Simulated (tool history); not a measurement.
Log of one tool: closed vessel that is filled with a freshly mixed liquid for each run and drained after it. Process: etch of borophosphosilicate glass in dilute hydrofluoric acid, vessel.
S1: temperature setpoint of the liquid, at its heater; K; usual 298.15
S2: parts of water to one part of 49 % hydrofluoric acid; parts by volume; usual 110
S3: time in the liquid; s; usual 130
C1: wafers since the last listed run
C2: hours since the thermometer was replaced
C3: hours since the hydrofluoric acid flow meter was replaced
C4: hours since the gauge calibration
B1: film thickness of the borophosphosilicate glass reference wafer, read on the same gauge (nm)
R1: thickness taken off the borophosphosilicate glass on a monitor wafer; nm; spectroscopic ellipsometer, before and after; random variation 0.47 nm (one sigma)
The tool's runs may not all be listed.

run    hour      S1   S2   S3     C1      C2      C3      C4      B1      R1
  1       0  298.15  110  130      0  1747.4   727.2  2532.1  110.01   55.23
  2    55.9  298.15  110  130   4860  1803.3   783.1    2588  109.99   55.97
  3   119.3  298.15  110   80   5512  1866.7   846.5  2651.4  109.98   34.93
  4   185.3  298.15  110   80   5738  1932.7   912.5  2717.4     110      35
  5   228.5  296.15  110  130   3756  1975.9   955.7  2760.6  110.03   52.81
  6   281.9  296.15  110  130   4643  2029.3  1009.1    2814  109.99   52.46
  7   341.3  296.15  110  130   5164  2088.7  1068.5  2873.4  110.02    53.1
  8   365.3  298.15   85   70   2086  2112.7  1092.5  2897.4  109.98   41.81
  9   417.9  298.15  110  130   4573  2165.3  1145.1    2950  109.99   58.31
 10   486.2  296.65   95   75   5938  2233.6  1213.4  3018.3  110.02   37.44
 11   511.5  298.15  155  130   2199  2258.9  1238.7  3043.6     110   39.42
 12   567.9  298.15  125  130   4903  2315.3  1295.1    3100     110   50.91
 13   612.7  298.15  110  130   3895  2360.1  1339.9  3144.8  110.02   59.42
 14   661.7  298.15  110   80   4260  2409.1  1388.9  3193.8     110   37.35
 15   702.4  298.15  110  130   3538  2449.8  1429.6  3234.5  109.96   59.55
 16     731  298.15  110   55   2486  2478.4  1458.2  3263.1     110    25.2
      742.1  -- thermometer replaced
      742.9  -- gauge calibrated
 17     762  298.15  155   70   2608    19.9  1489.2    19.1  109.99   19.16
 18   832.9  302.65   95  170   6164    90.8  1560.1      90  110.03   99.16
 19   896.4  295.65  135   95   5521   154.3  1623.6   153.5  109.99   28.71
 20   965.7  298.15   60  130   6025   223.6  1692.9   222.8  109.98  105.75
 21  1023.4  298.15  110  130   5017   281.3  1750.6   280.5     110    56.1
 22  1089.2  298.15  110  210   5721   347.1  1816.4   346.3     110   91.51
     1101.6  -- hydrofluoric acid flow meter replaced
 23  1155.6  296.15  155  200   5686   413.5      54   412.7  109.98   48.57
 24  1199.1  294.15  110  130   3782     457    97.5   456.2  109.97   42.88
 25  1325.4  301.65  145  180  10981   583.3   223.8   582.5  109.99   58.41
 26  1379.2  299.65  165   85   4677   637.1   277.6   636.3  110.01   22.61
 27  1425.6  299.65   65  170   4034   683.5     324   682.7  110.02  128.02
 28  1478.8  298.15  110  130   4625   736.7   377.2   735.9  109.99   51.55
 29    1550  300.15  155  100   6190   807.9   448.4   807.1     110   29.39
 30  1687.5  302.65   95  170  11955   945.4   585.9   944.6  110.01   97.62
 31    1714  298.15  110  130   2304   971.9   612.4   971.1  110.02   52.73
 32  1741.5  298.15  110  130   2391   999.4   639.9   998.6  110.01   52.78

Forecast each of these 3 alternatives for the next run:
  A  1742.2  298.15  110  130  60  1000.1  640.6  999.3   ?   ?
  B  1742.2  300.65   80  130  60  1000.1  640.6  999.3   ?   ?
  C  1742.2  298.15  145  170  60  1000.1  640.6  999.3   ?   ?

run      B1     R1
  A  110.02  53.02
  B  110.02  83.47
  C  110.02  50.47
Without the tool's hidden state the same runs would have given:
run     R1
  A  48.01
  B  75.68
  C  45.66

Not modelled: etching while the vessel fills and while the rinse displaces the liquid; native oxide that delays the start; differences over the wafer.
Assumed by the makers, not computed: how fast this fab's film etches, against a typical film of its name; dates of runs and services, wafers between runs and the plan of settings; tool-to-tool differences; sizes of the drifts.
